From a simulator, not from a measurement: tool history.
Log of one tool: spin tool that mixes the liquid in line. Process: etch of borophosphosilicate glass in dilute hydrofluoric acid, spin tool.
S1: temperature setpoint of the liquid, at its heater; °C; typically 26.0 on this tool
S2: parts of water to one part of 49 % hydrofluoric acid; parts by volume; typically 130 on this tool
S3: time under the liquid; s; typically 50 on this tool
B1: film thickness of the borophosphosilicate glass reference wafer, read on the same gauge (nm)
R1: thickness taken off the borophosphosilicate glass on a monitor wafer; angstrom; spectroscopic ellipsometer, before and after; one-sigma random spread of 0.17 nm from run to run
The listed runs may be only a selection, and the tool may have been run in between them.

| run | hour | S1 | S2 | S3 | B1 | R1 |
|---|---|---|---|---|---|---|
| 1 | 0.0 | 26.0 | 130 | 50 | 99.98 | 173.8 |
| 2 | 32.3 | 26.0 | 130 | 50 | 100.01 | 176.1 |
| 3 | 61.8 | 26.0 | 80 | 50 | 100.01 | 296.5 |
| 4 | 75.7 | 26.0 | 80 | 50 | 100.02 | 298.9 |
| 5 | 90.2 | 26.0 | 130 | 50 | 100.01 | 170.6 |
| 6 | 111.2 | 26.0 | 130 | 50 | 100.02 | 172.2 |
| 7 | 138.0 | 26.0 | 130 | 50 | 100.01 | 172.6 |
| 8 | 161.2 | 26.0 | 130 | 50 | 99.96 | 171.4 |
| 9 | 183.9 | 26.0 | 130 | 50 | 99.99 | 171.0 |
| 10 | 199.7 | 26.0 | 130 | 50 | 100.05 | 172.9 |
| 11 | 211.9 | 26.0 | 130 | 50 | 99.98 | 170.4 |
| 12 | 241.0 | 22.0 | 130 | 60 | 100.02 | 178.9 |
| 13 | 269.4 | 27.5 | 170 | 25 | 99.96 | 66.0 |
| 14 | 303.5 | 29.5 | 80 | 50 | 100.01 | 322.0 |
| 15 | 329.7 | 31.0 | 130 | 50 | 100.00 | 196.5 |
| 16 | 345.8 | 26.0 | 185 | 80 | 99.97 | 172.4 |
| 17 | 373.7 | 26.0 | 130 | 50 | 99.99 | 160.8 |
| 18 | 408.7 | 26.0 | 130 | 50 | 99.98 | 182.5 |
| 19 | 443.5 | 26.0 | 185 | 80 | 99.97 | 193.5 |
| 20 | 463.8 | 21.5 | 145 | 25 | 100.01 | 66.8 |
| 21 | 475.8 | 26.0 | 110 | 40 | 100.02 | 178.2 |
| 22 | 510.8 | 26.0 | 190 | 50 | 100.06 | 116.1 |
| 23 | 530.6 | 26.0 | 130 | 50 | 100.01 | 180.5 |

Removed from this log: 4 entries logged between the listed runs. Between which two listed runs does each belong, and how does the tool's hidden state at the listed run before it compare with that at the listed run after it?
Runs 8 to 9: gauge calibrated (hour 177.3)
  liquid colder than its thermometer reads (K): 1.79 -> 1.82
  the result without the hidden state subtracted from the measured one, R1: -12.1 -> -12.4 angstrom
Runs 12 to 13: hydrofluoric acid flow meter replaced (hour 249.2)
  liquid colder than its thermometer reads (K): 1.91 -> 1.96
  the result without the hidden state subtracted from the measured one, R1: -14.1 -> -4.9 angstrom
Runs 13 to 14: thermometer replaced (hour 303.0)
  liquid colder than its thermometer reads (K): 1.96 -> 3.13
  the result without the hidden state subtracted from the measured one, R1: -4.9 -> -41.6 angstrom
Runs 17 to 18: thermometer replaced, repeated, since the last time left the tool worse (hour 380.6)
  liquid colder than its thermometer reads (K): 3.24 -> 0.205
  the result without the hidden state subtracted from the measured one, R1: -21.5 -> -1.4 angstrom
